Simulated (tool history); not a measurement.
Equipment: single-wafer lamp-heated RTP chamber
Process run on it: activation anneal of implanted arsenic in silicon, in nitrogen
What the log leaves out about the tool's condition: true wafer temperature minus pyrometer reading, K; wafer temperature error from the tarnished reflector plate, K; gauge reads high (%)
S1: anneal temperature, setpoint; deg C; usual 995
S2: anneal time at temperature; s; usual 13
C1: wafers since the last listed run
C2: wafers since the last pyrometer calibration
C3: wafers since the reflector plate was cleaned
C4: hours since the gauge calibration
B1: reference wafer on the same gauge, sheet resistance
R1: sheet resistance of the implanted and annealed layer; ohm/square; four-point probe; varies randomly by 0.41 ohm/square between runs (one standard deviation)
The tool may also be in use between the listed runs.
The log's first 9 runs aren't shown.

{"hour": 258.4, "done": "reflector plate cleaned"}
{"run": 10, "hour": 258.9, "S1": 995, "S2": 13, "C1": 317, "C2": 2869, "C3": 8, "C4": 342.3, "B1": 287.65, "R1": 270.62}
{"run": 11, "hour": 284.6, "S1": 995, "S2": 13, "C1": 479, "C2": 3349, "C3": 488, "C4": 368.0, "B1": 287.66, "R1": 270.04}
{"run": 12, "hour": 307.6, "S1": 995, "S2": 13, "C1": 429, "C2": 3778, "C3": 918, "C4": 391.0, "B1": 287.77, "R1": 269.66}
{"hour": 345.4, "done": "pyrometer window cleaned and pyrometer calibrated"}
{"run": 13, "hour": 345.9, "S1": 995, "S2": 18, "C1": 565, "C2": 9, "C3": 1484, "C4": 429.3, "B1": 287.65, "R1": 269.27}
{"run": 14, "hour": 363.1, "S1": 995, "S2": 18, "C1": 321, "C2": 330, "C3": 1805, "C4": 446.5, "B1": 287.47, "R1": 268.36}
{"run": 15, "hour": 381.1, "S1": 995, "S2": 18, "C1": 336, "C2": 666, "C3": 2141, "C4": 464.5, "B1": 287.33, "R1": 267.58}
{"run": 16, "hour": 414.9, "S1": 1011, "S2": 13, "C1": 631, "C2": 1298, "C3": 2772, "C4": 498.3, "B1": 287.46, "R1": 267.82}
{"run": 17, "hour": 438.1, "S1": 1011, "S2": 13, "C1": 433, "C2": 1731, "C3": 3206, "C4": 521.5, "B1": 287.38, "R1": 268.98}
{"run": 18, "hour": 473.1, "S1": 1011, "S2": 13, "C1": 653, "C2": 2385, "C3": 3859, "C4": 556.5, "B1": 287.45, "R1": 269.07}
{"run": 19, "hour": 508.6, "S1": 995, "S2": 17, "C1": 663, "C2": 3048, "C3": 4522, "C4": 592.0, "B1": 287.3, "R1": 269.09}
{"run": 20, "hour": 529.5, "S1": 995, "S2": 7, "C1": 390, "C2": 3438, "C3": 4913, "C4": 612.9, "B1": 287.18, "R1": 271.23}
{"hour": 545.4, "done": "gauge calibrated"}
{"hour": 574.2, "done": "pyrometer window cleaned and pyrometer calibrated"}
{"run": 21, "hour": 597.6, "S1": 970, "S2": 17, "C1": 1122, "C2": 436, "C3": 6035, "C4": 52.2, "B1": 289.01, "R1": 272.23}
{"run": 22, "hour": 611.0, "S1": 1023, "S2": 6, "C1": 250, "C2": 686, "C3": 6285, "C4": 65.6, "B1": 288.69, "R1": 272.59}
{"run": 23, "hour": 640.0, "S1": 987, "S2": 10, "C1": 541, "C2": 1228, "C3": 6827, "C4": 94.6, "B1": 288.72, "R1": 272.51}
{"run": 24, "hour": 670.8, "S1": 975, "S2": 5, "C1": 575, "C2": 1803, "C3": 7402, "C4": 125.4, "B1": 288.32, "R1": 275.3}
{"hour": 690.2, "done": "reflector plate cleaned"}
{"run": 25, "hour": 690.7, "S1": 981, "S2": 13, "C1": 222, "C2": 2025, "C3": 10, "C4": 145.3, "B1": 288.22, "R1": 271.33}
{"run": 26, "hour": 706.4, "S1": 975, "S2": 16, "C1": 293, "C2": 2319, "C3": 303, "C4": 161.0, "B1": 288.02, "R1": 271.08}
{"run": 27, "hour": 723.6, "S1": 1012, "S2": 10, "C1": 321, "C2": 2640, "C3": 624, "C4": 178.2, "B1": 287.89, "R1": 270.11}
{"run": 28, "hour": 746.0, "S1": 995, "S2": 13, "C1": 418, "C2": 3058, "C3": 1042, "C4": 200.6, "B1": 287.75, "R1": 270.32}
{"run": 29, "hour": 779.2, "S1": 1003, "S2": 16, "C1": 620, "C2": 3678, "C3": 1662, "C4": 233.8, "B1": 287.62, "R1": 268.24}
{"hour": 794.7, "done": "pyrometer window cleaned and pyrometer calibrated"}
{"run": 30, "hour": 812.8, "S1": 1012, "S2": 10, "C1": 478, "C2": 338, "C3": 2141, "C4": 267.4, "B1": 287.46, "R1": 270.12}

For run 31, what comes out?
{"run": 31, "hour": 853.5, "S1": 965, "S2": 19, "C1": 760, "C2": 1098, "C3": 2901, "C4": 308.1, "B1": "?", "R1": "?"}

B1: 287.17
R1: 270.52 ohm/square
The same run, on a tool lacking any hidden state, would have yielded R1 273.14 ohm/square.

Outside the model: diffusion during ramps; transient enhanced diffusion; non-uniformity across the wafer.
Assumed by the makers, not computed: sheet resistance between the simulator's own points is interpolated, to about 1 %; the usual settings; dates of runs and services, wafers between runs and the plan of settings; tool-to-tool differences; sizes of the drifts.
